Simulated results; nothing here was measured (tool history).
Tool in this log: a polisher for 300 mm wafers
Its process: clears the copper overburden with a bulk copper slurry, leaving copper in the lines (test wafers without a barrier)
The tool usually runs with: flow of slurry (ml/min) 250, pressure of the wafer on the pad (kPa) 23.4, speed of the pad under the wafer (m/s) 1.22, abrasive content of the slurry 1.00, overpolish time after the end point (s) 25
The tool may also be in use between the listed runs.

| run | hour | flow of slurry (ml/min) | pressure of the wafer on the pad (kPa) | speed of the pad under the wafer (m/s) | abrasive content of the slurry | overpolish time after the end point (s) | wafers since the last listed run | wafers polished on this pad | hours since the slurry nozzle was cleaned | hours since the head pressure was calibrated | hours since the slurry blender was calibrated | incoming thickness of the incoming film, nm | time until the end point was called (s) | dishing of a wide line in a test structure (nm) |
|---|---|---|---|---|---|---|---|---|---|---|---|---|---|---|
| 1 | 0.0 | 250 | 23.4 | 1.22 | 1.00 | 31 | 0 | 1632 | 451.5 | 251.6 | 223.8 | 812.9 | 57.1 | 82.6 |
| 2 | 39.8 | 250 | 23.4 | 1.22 | 1.00 | 31 | 437 | 2069 | 491.3 | 291.4 | 263.6 | 808.6 | 57.9 | 80.4 |
| 3 | 71.8 | 250 | 23.4 | 1.22 | 1.00 | 25 | 351 | 2421 | 523.3 | 323.4 | 295.6 | 822.6 | 56.7 | 77.8 |
| 4 | 134.6 | 250 | 23.4 | 1.22 | 1.00 | 25 | 690 | 3112 | 586.1 | 386.2 | 358.4 | 802.4 | 56.1 | 76.6 |
|  | 143.9 | worn pad replaced by a new one |
|  | 165.7 | slurry blender recalibrated |
| 5 | 215.8 | 250 | 23.4 | 1.22 | 1.00 | 25 | 826 | 768 | 667.3 | 467.4 | 50.1 | 824.3 | 57.9 | 80.1 |
|  | 218.8 | slurry nozzle cleaned |
| 6 | 280.0 | 290 | 23.4 | 1.06 | 1.00 | 25 | 694 | 1463 | 61.2 | 531.6 | 114.3 | 797.6 | 60.4 | 76.0 |
| 7 | 312.8 | 290 | 23.4 | 1.06 | 1.00 | 25 | 360 | 1823 | 94.0 | 564.4 | 147.1 | 819.9 | 62.0 | 79.9 |
| 8 | 356.9 | 250 | 28.3 | 1.22 | 1.00 | 25 | 484 | 2308 | 138.1 | 608.5 | 191.2 | 815.3 | 46.7 | 83.8 |
|  | 403.5 | worn pad replaced by a new one |
| 9 | 407.4 | 250 | 28.3 | 1.22 | 1.00 | 25 | 511 | 42 | 188.6 | 659.0 | 241.7 | 818.0 | 49.5 | 82.7 |
| 10 | 470.2 | 250 | 28.3 | 1.22 | 1.00 | 25 | 690 | 732 | 251.4 | 721.8 | 304.5 | 799.6 | 51.6 | 82.0 |
| 11 | 530.6 | 285 | 23.4 | 1.22 | 1.00 | 25 | 664 | 1396 | 311.8 | 782.2 | 364.9 | 803.4 | 62.4 | 80.3 |
|  | 587.9 | slurry blender recalibrated |
| 12 | 596.5 | 295 | 23.4 | 1.22 | 1.00 | 25 | 702 | 2099 | 377.7 | 848.1 | 8.6 | 814.7 | 61.7 | 79.3 |
|  | 659.8 | worn pad replaced by a new one, repeated, since the last time left the tool worse |
| 13 | 660.3 | 225 | 29.0 | 1.22 | 1.00 | 25 | 657 | 5 | 441.5 | 911.9 | 72.4 | 802.7 | 44.4 | 84.6 |
| 14 | 765.9 | 300 | 23.4 | 1.22 | 1.00 | 21 | 1160 | 1166 | 547.1 | 1017.5 | 178.0 | 810.1 | 55.5 | 77.2 |
| 15 | 822.5 | 250 | 23.4 | 1.22 | 0.85 | 25 | 622 | 1788 | 603.7 | 1074.1 | 234.6 | 811.3 | 58.3 | 78.3 |
| 16 | 867.0 | 250 | 28.3 | 1.22 | 1.00 | 25 | 489 | 2277 | 648.2 | 1118.6 | 279.1 | 802.9 | 46.2 | 82.7 |
| 17 | 902.0 | 280 | 23.4 | 1.02 | 1.15 | 11 | 384 | 2662 | 683.2 | 1153.6 | 314.1 | 796.9 | 59.9 | 59.9 |
|  | 911.0 | head pressure recalibrated |
|  | 922.7 | worn pad replaced by a new one |
|  | 925.4 | slurry blender recalibrated |
| 18 | 940.8 | 250 | 16.5 | 1.22 | 0.75 | 25 | 338 | 177 | 722.0 | 29.8 | 15.4 | 806.9 | 80.4 | 68.1 |
|  | 969.9 | slurry nozzle cleaned |
| 19 | 993.2 | 250 | 23.4 | 1.22 | 0.80 | 25 | 565 | 742 | 23.3 | 82.2 | 67.8 | 811.7 | 57.8 | 77.7 |
| 20 | 1047.9 | 250 | 17.9 | 1.34 | 1.00 | 25 | 601 | 1343 | 78.0 | 136.9 | 122.5 | 818.1 | 70.7 | 73.7 |
| 21 | 1079.1 | 290 | 23.4 | 1.06 | 1.00 | 25 | 343 | 1686 | 109.2 | 168.1 | 153.7 | 808.1 | 62.7 | 78.2 |

Predict the results of run 22:
| 22 | 1130.6 | 250 | 29.0 | 1.02 | 0.70 | 19 | 566 | 2252 | 160.7 | 219.6 | 205.2 | 820.0 | ? | ? |

Logged for run 22: time until the end point was called (s) 55.0, dishing of a wide line in a test structure (nm) 79.7.
Take away the tool's hidden state, keep the run-to-run variation as it was, and the same run would have given time until the end point was called (s) 52.0, dishing of a wide line in a test structure (nm) 80.7.

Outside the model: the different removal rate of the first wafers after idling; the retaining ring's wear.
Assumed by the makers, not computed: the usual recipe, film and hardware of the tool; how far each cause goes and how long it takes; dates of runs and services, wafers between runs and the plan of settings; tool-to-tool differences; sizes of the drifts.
